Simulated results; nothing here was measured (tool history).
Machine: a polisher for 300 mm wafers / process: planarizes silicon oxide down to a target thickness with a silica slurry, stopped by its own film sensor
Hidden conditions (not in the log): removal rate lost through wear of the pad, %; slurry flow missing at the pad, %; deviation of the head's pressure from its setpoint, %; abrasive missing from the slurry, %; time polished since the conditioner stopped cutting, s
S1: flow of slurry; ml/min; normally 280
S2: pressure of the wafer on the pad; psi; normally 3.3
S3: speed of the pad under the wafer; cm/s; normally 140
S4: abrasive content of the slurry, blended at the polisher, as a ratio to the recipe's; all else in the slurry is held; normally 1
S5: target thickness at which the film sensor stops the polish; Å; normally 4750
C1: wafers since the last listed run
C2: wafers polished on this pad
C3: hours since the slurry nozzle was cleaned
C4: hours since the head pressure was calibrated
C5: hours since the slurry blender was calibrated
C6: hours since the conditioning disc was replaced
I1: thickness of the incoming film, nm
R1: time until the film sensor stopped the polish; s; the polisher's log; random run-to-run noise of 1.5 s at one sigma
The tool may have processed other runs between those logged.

{"run": 1, "hour": 0.0, "S1": 280, "S2": 3.3, "S3": 106, "S4": 1, "S5": 4750, "C1": 0, "C2": 939, "C3": 205.3, "C4": 916.7, "C5": 343.9, "C6": 437.5, "I1": 681.8, "R1": 121.5}
{"run": 2, "hour": 12.8, "S1": 280, "S2": 3.3, "S3": 106, "S4": 1, "S5": 4750, "C1": 117, "C2": 1056, "C3": 218.1, "C4": 929.5, "C5": 356.7, "C6": 450.3, "I1": 682.1, "R1": 122.5}
{"hour": 27.9, "done": "worn pad replaced by a new one"}
{"run": 3, "hour": 28.4, "S1": 280, "S2": 3.3, "S3": 106, "S4": 1, "S5": 4750, "C1": 106, "C2": 5, "C3": 233.7, "C4": 945.1, "C5": 372.3, "C6": 465.9, "I1": 689.7, "R1": 108.4}
{"run": 4, "hour": 34.5, "S1": 280, "S2": 3.3, "S3": 140, "S4": 1, "S5": 4750, "C1": 55, "C2": 60, "C3": 239.8, "C4": 951.2, "C5": 378.4, "C6": 472, "I1": 682.8, "R1": 83.4}
{"hour": 37.0, "done": "slurry nozzle cleaned"}
{"hour": 41.8, "done": "conditioning disc replaced and pad reconditioned"}
{"run": 5, "hour": 49.6, "S1": 280, "S2": 3.3, "S3": 140, "S4": 1, "S5": 4750, "C1": 110, "C2": 171, "C3": 12.6, "C4": 966.3, "C5": 393.5, "C6": 7.8, "I1": 675.3, "R1": 83.5}
{"run": 6, "hour": 57.2, "S1": 280, "S2": 3.3, "S3": 140, "S4": 1, "S5": 4750, "C1": 69, "C2": 240, "C3": 20.2, "C4": 973.9, "C5": 401.1, "C6": 15.4, "I1": 679.6, "R1": 89}
{"run": 7, "hour": 65.6, "S1": 280, "S2": 3.3, "S3": 140, "S4": 1, "S5": 4750, "C1": 76, "C2": 317, "C3": 28.6, "C4": 982.3, "C5": 409.5, "C6": 23.8, "I1": 687.9, "R1": 90.8}
{"run": 8, "hour": 79.4, "S1": 280, "S2": 3.3, "S3": 140, "S4": 1, "S5": 4750, "C1": 126, "C2": 443, "C3": 42.4, "C4": 996.1, "C5": 423.3, "C6": 37.6, "I1": 676.3, "R1": 91.2}
{"run": 9, "hour": 93.7, "S1": 280, "S2": 3.3, "S3": 186, "S4": 1, "S5": 4520, "C1": 130, "C2": 574, "C3": 56.7, "C4": 1010.4, "C5": 437.6, "C6": 51.9, "I1": 679.1, "R1": 83.7}
{"run": 10, "hour": 104.3, "S1": 280, "S2": 3.3, "S3": 156, "S4": 1.1, "S5": 4750, "C1": 96, "C2": 671, "C3": 67.3, "C4": 1021, "C5": 448.2, "C6": 62.5, "I1": 684.7, "R1": 84.4}
{"run": 11, "hour": 119.5, "S1": 280, "S2": 3.9, "S3": 96, "S4": 1, "S5": 4750, "C1": 138, "C2": 810, "C3": 82.5, "C4": 1036.2, "C5": 463.4, "C6": 77.7, "I1": 687.2, "R1": 113.4}
{"hour": 133.8, "done": "slurry blender recalibrated"}
{"hour": 135.9, "done": "worn pad replaced by a new one"}
{"run": 12, "hour": 136.4, "S1": 280, "S2": 3.3, "S3": 140, "S4": 1, "S5": 4750, "C1": 117, "C2": 4, "C3": 99.4, "C4": 1053.1, "C5": 2.6, "C6": 94.6, "I1": 681.7, "R1": 83.1}
{"hour": 142.5, "done": "head pressure recalibrated"}
{"run": 13, "hour": 146.7, "S1": 280, "S2": 3.3, "S3": 140, "S4": 1, "S5": 4750, "C1": 75, "C2": 80, "C3": 109.7, "C4": 4.2, "C5": 12.9, "C6": 104.9, "I1": 676.8, "R1": 82.6}
{"run": 14, "hour": 159.1, "S1": 280, "S2": 3.3, "S3": 140, "S4": 1, "S5": 4750, "C1": 113, "C2": 193, "C3": 122.1, "C4": 16.6, "C5": 25.3, "C6": 117.3, "I1": 665.4, "R1": 82.9}
{"run": 15, "hour": 165.5, "S1": 340, "S2": 3.3, "S3": 116, "S4": 0.85, "S5": 4750, "C1": 58, "C2": 252, "C3": 128.5, "C4": 23, "C5": 31.7, "C6": 123.7, "I1": 684.8, "R1": 106.8}
{"run": 16, "hour": 182.1, "S1": 315, "S2": 3.3, "S3": 140, "S4": 1.3, "S5": 4750, "C1": 151, "C2": 403, "C3": 145.1, "C4": 39.6, "C5": 48.3, "C6": 140.3, "I1": 685.3, "R1": 86.3}
{"run": 17, "hour": 193.6, "S1": 315, "S2": 3.3, "S3": 114, "S4": 1, "S5": 5250, "C1": 105, "C2": 509, "C3": 156.6, "C4": 51.1, "C5": 59.8, "C6": 151.8, "I1": 677.3, "R1": 78.8}
{"run": 18, "hour": 203.4, "S1": 205, "S2": 2.8, "S3": 154, "S4": 1, "S5": 5180, "C1": 89, "C2": 598, "C3": 166.4, "C4": 60.9, "C5": 69.6, "C6": 161.6, "I1": 672.6, "R1": 79.1}
{"run": 19, "hour": 221.1, "S1": 200, "S2": 2.8, "S3": 140, "S4": 1, "S5": 4070, "C1": 161, "C2": 760, "C3": 184.1, "C4": 78.6, "C5": 87.3, "C6": 179.3, "I1": 673.7, "R1": 149.6}
{"run": 20, "hour": 228.4, "S1": 370, "S2": 4.5, "S3": 102, "S4": 1, "S5": 4750, "C1": 66, "C2": 827, "C3": 191.4, "C4": 85.9, "C5": 94.6, "C6": 186.6, "I1": 682.2, "R1": 86.3}
{"run": 21, "hour": 240.6, "S1": 280, "S2": 3.3, "S3": 140, "S4": 1, "S5": 4750, "C1": 111, "C2": 938, "C3": 203.6, "C4": 98.1, "C5": 106.8, "C6": 198.8, "I1": 667.7, "R1": 88.8}
{"run": 22, "hour": 258.2, "S1": 280, "S2": 3.3, "S3": 114, "S4": 1.2, "S5": 4750, "C1": 160, "C2": 1099, "C3": 221.2, "C4": 115.7, "C5": 124.4, "C6": 216.4, "I1": 672.1, "R1": 103.3}
{"hour": 262.5, "done": "worn pad replaced by a new one"}
{"run": 23, "hour": 270.2, "S1": 210, "S2": 3, "S3": 140, "S4": 1, "S5": 4750, "C1": 73, "C2": 70, "C3": 233.2, "C4": 127.7, "C5": 136.4, "C6": 228.4, "I1": 681.6, "R1": 94.5}
{"run": 24, "hour": 276.4, "S1": 280, "S2": 3.3, "S3": 140, "S4": 1, "S5": 4750, "C1": 56, "C2": 127, "C3": 239.4, "C4": 133.9, "C5": 142.6, "C6": 234.6, "I1": 678.1, "R1": 86.5}
{"hour": 285.1, "done": "slurry nozzle cleaned"}
{"run": 25, "hour": 300.1, "S1": 280, "S2": 3.7, "S3": 140, "S4": 1, "S5": 4750, "C1": 207, "C2": 334, "C3": 15, "C4": 157.6, "C5": 166.3, "C6": 258.3, "I1": 686.2, "R1": 84.7}

Some steps in R1 between neighbouring runs. How much of each would the tool show without its hidden state too (settings, what came in, random variation), and how much is left for the hidden state, with any gauge scatter that isn't in both results?
Run 2 -> 3: worn pad replaced by a new one. R1 -14.1 s: hidden state -18.9, all else +4.8.
Run 11 -> 12: S2 3.9 -> 3.3, S3 96 -> 140, slurry blender recalibrated, worn pad replaced by a new one. R1 -30.3 s: hidden state -14, all else -16.3.
Run 18 -> 19: S1 205 -> 200, S3 154 -> 140, S5 5180 -> 4070. R1 +70.5 s: hidden state +11, all else +59.5.
Run 19 -> 20: S1 200 -> 370, S2 2.8 -> 4.5, S3 140 -> 102, S5 4070 -> 4750. R1 -63.3 s: hidden state -9, all else -54.3.
